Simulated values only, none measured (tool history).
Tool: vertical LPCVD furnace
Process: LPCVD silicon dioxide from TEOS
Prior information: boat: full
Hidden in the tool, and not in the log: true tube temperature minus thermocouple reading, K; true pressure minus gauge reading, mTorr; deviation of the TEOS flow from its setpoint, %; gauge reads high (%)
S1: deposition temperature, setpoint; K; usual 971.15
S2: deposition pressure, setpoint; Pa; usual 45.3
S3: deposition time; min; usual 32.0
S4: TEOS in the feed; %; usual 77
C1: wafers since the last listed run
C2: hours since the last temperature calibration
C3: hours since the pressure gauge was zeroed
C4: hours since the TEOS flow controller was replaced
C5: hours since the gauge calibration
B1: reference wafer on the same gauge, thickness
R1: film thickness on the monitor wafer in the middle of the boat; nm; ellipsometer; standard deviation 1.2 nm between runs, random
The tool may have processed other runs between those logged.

run    hour      S1    S2    S3  S4    C1      C2      C3      C4      C5      B1      R1
  1     0.0  971.15  45.3  32.0  77     0  1782.6  1210.9  2836.1  3829.5  210.12  232.76
       66.1  -- TEOS flow controller replaced
  2    83.1  971.15  48.0  32.0  77   772  1865.7  1294.0    17.0  3912.6  209.93  238.50
  3   126.9  971.15  48.0  32.0  77   572  1909.5  1337.8    60.8  3956.4  210.58  239.86
  4   196.3  971.15  48.0  32.0  77   907  1978.9  1407.2   130.2  4025.8  210.41  239.96
  5   235.4  971.15  45.3  32.0  77   511  2018.0  1446.3   169.3  4064.9  209.88  232.48
  6   342.5  973.15  45.3  32.0  77  1400  2125.1  1553.4   276.4  4172.0  210.01  240.64
  7   429.0  971.15  45.3  32.0  77  1131  2211.6  1639.9   362.9  4258.5  209.53  233.18
      498.2  -- pressure gauge zeroed
  8   535.8  971.15  45.3  32.0  77  1082  2318.4    37.6   469.7  4365.3  210.41  232.20
  9   599.5  979.15  54.0  20.0  69   832  2382.1   101.3   533.4  4429.0  210.20  179.42
 10   636.3  971.15  34.7  32.0  73   481  2418.9   138.1   570.2  4465.8  210.73  202.61
 11   691.9  971.15  48.0  32.0  85   727  2474.5   193.7   625.8  4521.4  209.84  251.84
 12   795.2  971.15  45.3  32.0  77  1350  2577.8   297.0   729.1  4624.7  210.50  234.80
 13   861.1  971.15  45.3  26.5  77   861  2643.7   362.9   795.0  4690.6  209.47  193.21
      920.7  -- gauge calibrated
 14   924.6  971.15  34.7  27.5  84   830  2707.2   426.4   858.5     3.9  210.56  185.69
 15  1014.1  971.15  45.3  32.0  77  1170  2796.7   515.9   948.0    93.4  210.31  237.52
     1041.4  -- thermocouples replaced and temperature profile calibrated
 16  1074.7  971.15  45.3  32.0  77   478    33.3   576.5  1008.6   154.0  209.70  235.68
     1117.1  -- pressure gauge zeroed, repeated, since the last time left the tool worse
 17  1117.6  971.15  45.3  23.5  77   247    76.2     0.5  1051.5   196.9  210.02  167.68
 18  1179.3  971.15  51.3  32.0  77   806   137.9    62.2  1113.2   258.6  209.98  244.04
 19  1254.5  967.15  45.3  25.0  77   983   213.1   137.4  1188.4   333.8  209.92  162.66
 20  1520.8  971.15  45.3  32.0  83  3482   479.4   403.7  1454.7   600.1  210.22  240.78
 21  1561.5  971.15  34.7  19.5  77   532   520.1   444.4  1495.4   640.8  210.40  123.26
 22  1623.4  967.15  45.3  25.0  77   809   582.0   506.3  1557.3   702.7  209.97  164.50
 23  1707.3  971.15  52.0  32.0  77  1097   665.9   590.2  1641.2   786.6  210.71  246.32
 24  1781.3  971.15  40.0  40.0  86   967   739.9   664.2  1715.2   860.6  209.88  287.80

For run 25, what comes out?
 25  1868.0  971.15  45.3  32.0  77  1133  826.6  750.9  1801.9  947.3   ?   ?

Logged for run 25: B1 210.40, R1 231.43 nm.
Had the tool carried no hidden state, the very same run would have given R1 229.13 nm.
